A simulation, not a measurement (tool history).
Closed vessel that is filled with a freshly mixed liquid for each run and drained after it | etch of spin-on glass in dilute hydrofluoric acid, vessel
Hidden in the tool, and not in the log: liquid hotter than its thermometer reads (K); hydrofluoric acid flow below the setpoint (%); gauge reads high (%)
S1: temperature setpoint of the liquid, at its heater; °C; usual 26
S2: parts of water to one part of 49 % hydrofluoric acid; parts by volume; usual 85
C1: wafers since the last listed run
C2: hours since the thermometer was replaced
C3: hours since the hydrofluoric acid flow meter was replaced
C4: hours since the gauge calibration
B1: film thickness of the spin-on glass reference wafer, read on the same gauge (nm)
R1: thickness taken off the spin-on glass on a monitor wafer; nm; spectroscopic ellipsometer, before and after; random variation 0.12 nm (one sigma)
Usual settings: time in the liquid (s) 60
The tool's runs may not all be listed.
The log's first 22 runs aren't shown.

-- hour=1653.6 thermometer replaced
run 23 hour=1691.7 | S1=26 S2=85 time_in_the_liquid_(s)=60 | C1=5774 C2=38.1 C3=300.6 C4=1242.5 | B1=29.97 | R1=22.68
run 24 hour=1751.8 | S1=30.5 S2=65 time_in_the_liquid_(s)=60 | C1=6899 C2=98.2 C3=360.7 C4=1302.6 | B1=30 | R1=36.05
run 25 hour=1822.7 | S1=26 S2=85 time_in_the_liquid_(s)=60 | C1=8139 C2=169.1 C3=431.6 C4=1373.5 | B1=30 | R1=22.81
run 26 hour=1896.2 | S1=22.5 S2=120 time_in_the_liquid_(s)=70 | C1=8438 C2=242.6 C3=505.1 C4=1447 | B1=29.99 | R1=15.63
run 27 hour=1960.3 | S1=22.5 S2=85 time_in_the_liquid_(s)=75 | C1=7359 C2=306.7 C3=569.2 C4=1511.1 | B1=29.98 | R1=24.82
run 28 hour=2012.2 | S1=26 S2=85 time_in_the_liquid_(s)=60 | C1=5958 C2=358.6 C3=621.1 C4=1563 | B1=29.98 | R1=23.11
run 29 hour=2062 | S1=29.5 S2=55 time_in_the_liquid_(s)=60 | C1=5717 C2=408.4 C3=670.9 C4=1612.8 | B1=29.97 | R1=43.24
run 30 hour=2114.6 | S1=28.5 S2=75 time_in_the_liquid_(s)=75 | C1=6038 C2=461 C3=723.5 C4=1665.4 | B1=30.02 | R1=36.8
-- hour=2131 hydrofluoric acid flow meter replaced
run 31 hour=2209.1 | S1=26 S2=75 time_in_the_liquid_(s)=75 | C1=10734 C2=555.5 C3=78.1 C4=1759.9 | B1=29.98 | R1=33.56
run 32 hour=2249.9 | S1=26 S2=50 time_in_the_liquid_(s)=95 | C1=4684 C2=596.3 C3=118.9 C4=1800.7 | B1=30.01 | R1=66.41

5 ways to go on from here, each from the tool as it stands after run 32. What would each give?
run A hour=2250.6 | S1=30 S2=85 time_in_the_liquid_(s)=60 | C1=80 C2=597 C3=119.6 C4=1801.4 | B1=? | R1=?
run B hour=2250.6 | S1=28 S2=95 time_in_the_liquid_(s)=60 | C1=80 C2=597 C3=119.6 C4=1801.4 | B1=? | R1=?
run C hour=2250.6 | S1=30 S2=105 time_in_the_liquid_(s)=60 | C1=80 C2=597 C3=119.6 C4=1801.4 | B1=? | R1=?
run D hour=2250.6 | S1=30.5 S2=85 time_in_the_liquid_(s)=60 | C1=80 C2=597 C3=119.6 C4=1801.4 | B1=? | R1=?
run E hour=2250.6 | S1=26 S2=85 time_in_the_liquid_(s)=30 | C1=80 C2=597 C3=119.6 C4=1801.4 | B1=? | R1=?

run=A B1=30.02 R1=27.19
run=B B1=30.02 R1=22.24
run=C B1=30.02 R1=21.37
run=D B1=30.02 R1=27.71
run=E B1=30.02 R1=11.67
Without the tool's hidden state the same runs would have given:
run=A R1=25.68
run=B R1=20.99
run=C R1=20.2
run=D R1=26.17
run=E R1=11

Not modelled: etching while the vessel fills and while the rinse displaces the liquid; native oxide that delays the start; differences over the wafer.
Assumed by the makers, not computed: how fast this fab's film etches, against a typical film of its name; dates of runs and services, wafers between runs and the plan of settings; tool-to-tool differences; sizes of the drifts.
